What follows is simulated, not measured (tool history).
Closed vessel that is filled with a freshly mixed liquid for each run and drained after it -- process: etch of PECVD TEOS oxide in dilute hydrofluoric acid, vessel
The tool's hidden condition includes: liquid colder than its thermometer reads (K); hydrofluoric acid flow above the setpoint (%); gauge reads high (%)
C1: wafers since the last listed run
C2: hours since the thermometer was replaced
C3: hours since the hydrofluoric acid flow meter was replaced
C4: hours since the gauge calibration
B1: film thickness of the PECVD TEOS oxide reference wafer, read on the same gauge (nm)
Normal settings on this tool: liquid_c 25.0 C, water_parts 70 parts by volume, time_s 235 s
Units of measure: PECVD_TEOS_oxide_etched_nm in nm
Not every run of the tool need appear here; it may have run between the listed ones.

Run 1, hour 0.0: usual settings but water_parts 85 parts by volume; C1 0; C2 613.4; C3 1423.9; C4 3602.0; B1 110.00. Result: PECVD_TEOS_oxide_etched_nm 46.18 nm.
Run 2, hour 91.0: usual settings but water_parts 85 parts by volume; C1 7212; C2 704.4; C3 1514.9; C4 3693.0; B1 110.01. Result: PECVD_TEOS_oxide_etched_nm 46.53 nm.
Run 3, hour 157.9: usual settings but water_parts 85 parts by volume; C1 5302; C2 771.3; C3 1581.8; C4 3759.9; B1 109.99. Result: PECVD_TEOS_oxide_etched_nm 46.31 nm.
Run 4, hour 195.8: usual settings but water_parts 85 parts by volume, time_s 125 s; C1 3003; C2 809.2; C3 1619.7; C4 3797.8; B1 110.02. Result: PECVD_TEOS_oxide_etched_nm 24.57 nm.
At hour 201.4: gauge calibrated.
Run 5, hour 257.9: usual settings but water_parts 85 parts by volume, time_s 125 s; C1 4922; C2 871.3; C3 1681.8; C4 56.5; B1 109.97. Result: PECVD_TEOS_oxide_etched_nm 24.98 nm.
Run 6, hour 319.5: usual settings but water_parts 85 parts by volume, time_s 125 s; C1 4882; C2 932.9; C3 1743.4; C4 118.1; B1 110.01. Result: PECVD_TEOS_oxide_etched_nm 24.90 nm.
Run 7, hour 415.7: usual settings but water_parts 55 parts by volume; C1 7624; C2 1029.1; C3 1839.6; C4 214.3; B1 109.98. Result: PECVD_TEOS_oxide_etched_nm 74.34 nm.
Run 8, hour 508.1: usual settings; C1 7323; C2 1121.5; C3 1932.0; C4 306.7; B1 110.00. Result: PECVD_TEOS_oxide_etched_nm 58.02 nm.
Run 9, hour 552.1: usual settings but time_s 295 s; C1 3487; C2 1165.5; C3 1976.0; C4 350.7; B1 110.01. Result: PECVD_TEOS_oxide_etched_nm 72.82 nm.
Run 10, hour 655.1: usual settings but time_s 295 s; C1 8163; C2 1268.5; C3 2079.0; C4 453.7; B1 109.97. Result: PECVD_TEOS_oxide_etched_nm 73.08 nm.
Run 11, hour 755.6: usual settings but liquid_c 20.5 C, water_parts 90 parts by volume; C1 7965; C2 1369.0; C3 2179.5; C4 554.2; B1 109.99. Result: PECVD_TEOS_oxide_etched_nm 37.03 nm.
Run 12, hour 852.1: usual settings but liquid_c 20.5 C, water_parts 90 parts by volume; C1 7648; C2 1465.5; C3 2276.0; C4 650.7; B1 110.03. Result: PECVD_TEOS_oxide_etched_nm 37.15 nm.
Run 13, hour 901.8: usual settings but time_s 370 s; C1 3939; C2 1515.2; C3 2325.7; C4 700.4; B1 110.01. Result: PECVD_TEOS_oxide_etched_nm 91.92 nm.
At hour 925.3: thermometer replaced.
Run 14, hour 954.3: usual settings but liquid_c 28.5 C, water_parts 35 parts by volume, time_s 345 s; C1 4081; C2 29.0; C3 2378.2; C4 752.9; B1 109.99. Result: PECVD_TEOS_oxide_etched_nm 206.79 nm.
Run 15, hour 1005.5: usual settings; C1 4058; C2 80.2; C3 2429.4; C4 804.1; B1 110.00. Result: PECVD_TEOS_oxide_etched_nm 58.47 nm.
At hour 1109.0: hydrofluoric acid flow meter replaced.
Run 16, hour 1109.5: usual settings; C1 8163; C2 184.2; C3 0.5; C4 908.1; B1 110.02. Result: PECVD_TEOS_oxide_etched_nm 55.16 nm.
Run 17, hour 1164.7: usual settings but liquid_c 23.5 C, water_parts 60 parts by volume; C1 4375; C2 239.4; C3 55.7; C4 963.3; B1 109.99. Result: PECVD_TEOS_oxide_etched_nm 61.16 nm.
Run 18, hour 1239.3: usual settings; C1 5912; C2 314.0; C3 130.3; C4 1037.9; B1 110.01. Result: PECVD_TEOS_oxide_etched_nm 55.04 nm.
Run 19, hour 1331.1: usual settings but liquid_c 22.5 C, water_parts 105 parts by volume, time_s 350 s; C1 7276; C2 405.8; C3 222.1; C4 1129.7; B1 110.01. Result: PECVD_TEOS_oxide_etched_nm 47.62 nm.
Run 20, hour 1369.1: usual settings but liquid_c 28.5 C; C1 3011; C2 443.8; C3 260.1; C4 1167.7; B1 110.00. Result: PECVD_TEOS_oxide_etched_nm 63.65 nm.
Run 21, hour 1459.1: usual settings but liquid_c 26.5 C, water_parts 100 parts by volume, time_s 360 s; C1 7133; C2 533.8; C3 350.1; C4 1257.7; B1 110.01. Result: PECVD_TEOS_oxide_etched_nm 60.81 nm.
Run 22, hour 1564.7: usual settings; C1 8369; C2 639.4; C3 455.7; C4 1363.3; B1 109.99. Result: PECVD_TEOS_oxide_etched_nm 55.79 nm.
Run 23, hour 1657.1: usual settings but liquid_c 22.0 C, water_parts 50 parts by volume, time_s 365 s; C1 7323; C2 731.8; C3 548.1; C4 1455.7; B1 109.99. Result: PECVD_TEOS_oxide_etched_nm 110.61 nm.
Run 24, hour 1717.6: usual settings; C1 4795; C2 792.3; C3 608.6; C4 1516.2; B1 110.01. Result: PECVD_TEOS_oxide_etched_nm 55.98 nm.
Run 25, hour 1797.0: usual settings but liquid_c 22.5 C, water_parts 45 parts by volume, time_s 130 s; C1 6293; C2 871.7; C3 688.0; C4 1595.6; B1 110.00. Result: PECVD_TEOS_oxide_etched_nm 44.47 nm.
Run 26, hour 1864.8: usual settings but liquid_c 26.5 C, water_parts 45 parts by volume; C1 5373; C2 939.5; C3 755.8; C4 1663.4; B1 109.99. Result: PECVD_TEOS_oxide_etched_nm 96.43 nm.
Run 27, hour 1952.5: usual settings but liquid_c 26.5 C, time_s 280 s; C1 6951; C2 1027.2; C3 843.5; C4 1751.1; B1 110.00. Result: PECVD_TEOS_oxide_etched_nm 72.00 nm.
Run 28, hour 2028.7: usual settings but liquid_c 23.0 C, time_s 145 s; C1 6039; C2 1103.4; C3 919.7; C4 1827.3; B1 109.98. Result: PECVD_TEOS_oxide_etched_nm 31.92 nm.
Run 29, hour 2072.3: usual settings; C1 3455; C2 1147.0; C3 963.3; C4 1870.9; B1 110.00. Result: PECVD_TEOS_oxide_etched_nm 56.87 nm.
Run 30, hour 2171.3: usual settings but liquid_c 28.5 C, water_parts 35 parts by volume, time_s 345 s; C1 7846; C2 1246.0; C3 1062.3; C4 1969.9; B1 110.00. Result: PECVD_TEOS_oxide_etched_nm 202.48 nm.
Run 31, hour 2220.7: usual settings; C1 3915; C2 1295.4; C3 1111.7; C4 2019.3; B1 109.98. Result: PECVD_TEOS_oxide_etched_nm 57.04 nm.
Run 32, hour 2288.2: usual settings but liquid_c 22.5 C, water_parts 50 parts by volume, time_s 305 s; C1 5350; C2 1362.9; C3 1179.2; C4 2086.8; B1 109.99. Result: PECVD_TEOS_oxide_etched_nm 95.63 nm.
Run 33, hour 2456.9: usual settings but liquid_c 21.5 C; C1 13371; C2 1531.6; C3 1347.9; C4 2255.5; B1 110.01. Result: PECVD_TEOS_oxide_etched_nm 49.40 nm.

Here are 4 independent what-if runs from the current tool condition. What would each one return?
Run A, hour 2457.6: usual settings but time_s 275 s; C1 55; C2 1532.3; C3 1348.6; C4 2256.2; B1 ?. Result: PECVD_TEOS_oxide_etched_nm ?.
Run B, hour 2457.6: usual settings but liquid_c 23.5 C, time_s 350 s; C1 55; C2 1532.3; C3 1348.6; C4 2256.2; B1 ?. Result: PECVD_TEOS_oxide_etched_nm ?.
Run C, hour 2457.6: usual settings but liquid_c 21.5 C, water_parts 40 parts by volume, time_s 300 s; C1 55; C2 1532.3; C3 1348.6; C4 2256.2; B1 ?. Result: PECVD_TEOS_oxide_etched_nm ?.
Run D, hour 2457.6: usual settings but liquid_c 28.5 C, water_parts 95 parts by volume, time_s 200 s; C1 55; C2 1532.3; C3 1348.6; C4 2256.2; B1 ?. Result: PECVD_TEOS_oxide_etched_nm ?.

run      B1  PECVD_TEOS_oxide_etched_nm
  A  110.00                       66.92
  B  110.00                       80.14
  C  110.00                      114.72
  D  110.00                       39.83
What these runs would have given with no unlogged condition in the tool:
run  PECVD_TEOS_oxide_etched_nm
  A                       63.72
  B                       76.33
  C                      109.46
  D                       37.87
